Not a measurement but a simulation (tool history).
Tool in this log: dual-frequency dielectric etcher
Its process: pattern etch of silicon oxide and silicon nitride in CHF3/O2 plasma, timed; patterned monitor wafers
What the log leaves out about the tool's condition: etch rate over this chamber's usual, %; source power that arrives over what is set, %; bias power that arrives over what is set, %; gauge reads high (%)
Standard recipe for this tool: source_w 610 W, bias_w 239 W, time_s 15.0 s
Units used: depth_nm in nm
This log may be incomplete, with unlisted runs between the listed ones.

run   hour  source_w  bias_w  time_s  wafers since the last listed run  hours since the last wet clean  hours since the last source power generator calibration  hours since the last bias power generator calibration  hours since the last upper electrode change  hours since the gauge calibration  read-back reference wafer on the same gauge, depth_nm  depth_nm
  1    0.0       610     239    15.0                                 0                           416.9                                                   3554.2                                                 3583.8                                       3614.1                              169.1                                                  26.04     24.96
  2   12.8       610     209    15.0                               155                           429.7                                                   3567.0                                                 3596.6                                       3626.9                              181.9                                                  25.99     22.98
  3   26.3       650     239    15.0                               164                           443.2                                                   3580.5                                                 3610.1                                       3640.4                              195.4                                                  26.00     25.79
  4   41.0       520     239    15.0                               178                           457.9                                                   3595.2                                                 3624.8                                       3655.1                              210.1                                                  25.98     23.01
  5   58.7       520     239    15.0                               215                           475.6                                                   3612.9                                                 3642.5                                       3672.8                              227.8                                                  26.01     23.01
  6   93.9       520     239    15.0                               428                           510.8                                                   3648.1                                                 3677.7                                       3708.0                              263.0                                                  25.99     22.92
  7  124.1       610     272    15.0                               367                           541.0                                                   3678.3                                                 3707.9                                       3738.2                              293.2                                                  26.00     26.85
     148.3  -- wet clean of the chamber
  8  148.8       610     272    15.0                                 8                             0.5                                                   3703.0                                                 3732.6                                       3762.9                              317.9                                                  26.00     25.97
  9  171.3       610     239    15.0                               273                            23.0                                                   3725.5                                                 3755.1                                       3785.4                              340.4                                                  25.98     24.43
     195.9  -- gauge calibrated
     213.0  -- upper electrode replaced
 10  213.5       610     239    14.0                               221                            65.2                                                   3767.7                                                 3797.3                                          0.5                               17.6                                                  26.01     22.76
 11  217.9       610     239    14.0                                53                            69.6                                                   3772.1                                                 3801.7                                          4.9                               22.0                                                  26.00     22.79
 12  233.0       610     239    15.0                               183                            84.7                                                   3787.2                                                 3816.8                                         20.0                               37.1                                                  26.02     24.51
     237.9  -- bias power generator calibrated
 13  249.9       610     258    11.5                               157                           101.6                                                   3804.1                                                   12.0                                         36.9                               54.0                                                  26.01     19.46
 14  277.4       680     220    12.0                               334                           129.1                                                   3831.6                                                   39.5                                         64.4                               81.5                                                  26.03     19.70
 15  295.8       610     239    15.0                               223                           147.5                                                   3850.0                                                   57.9                                         82.8                               99.9                                                  26.01     24.37
 16  317.6       710     218    15.0                               265                           169.3                                                   3871.8                                                   79.7                                        104.6                              121.7                                                  25.98     25.16
     333.3  -- source power generator calibrated
 17  333.8       520     239    19.0                               148                           185.5                                                      0.5                                                   95.9                                        120.8                              137.9                                                  25.98     28.72
 18  348.3       750     208    15.0                               176                           200.0                                                     15.0                                                  110.4                                        135.3                              152.4                                                  26.00     25.32
 19  373.2       610     276    15.0                               303                           224.9                                                     39.9                                                  135.3                                        160.2                              177.3                                                  25.97     26.51
 20  391.3       510     239    15.0                               220                           243.0                                                     58.0                                                  153.4                                        178.3                              195.4                                                  25.99     22.50
 21  409.6       610     239    15.0                               222                           261.3                                                     76.3                                                  171.7                                        196.6                              213.7                                                  26.01     24.73
 22  431.3       610     239    16.5                               264                           283.0                                                     98.0                                                  193.4                                        218.3                              235.4                                                  26.02     27.10
 23  443.9       610     239    15.0                               153                           295.6                                                    110.6                                                  206.0                                        230.9                              248.0                                                  26.03     24.76
 24  456.3       610     239    15.0                               150                           308.0                                                    123.0                                                  218.4                                        243.3                              260.4                                                  25.99     24.65
 25  472.3       710     258    11.0                               194                           324.0                                                    139.0                                                  234.4                                        259.3                              276.4                                                  25.98     20.36

What if the next run were any one of these 3? Each begins from the tool's condition after run 25:
  A  472.7       610     239    13.0                                 4                           324.4                                                    139.4                                                  234.8                                        259.7                              276.8                                                      ?         ?
  B  472.7       530     239    15.0                                 4                           324.4                                                    139.4                                                  234.8                                        259.7                              276.8                                                      ?         ?
  C  472.7       500     239    15.0                                 4                           324.4                                                    139.4                                                  234.8                                        259.7                              276.8                                                      ?         ?

run  read-back reference wafer on the same gauge, depth_nm  depth_nm
  A                                                  26.01     21.42
  B                                                  26.01     22.99
  C                                                  26.01     22.29
Take away the tool's hidden state, keep each run's random variation, and the runs would have read:
run  depth_nm
  A     21.03
  B     22.57
  C     21.89
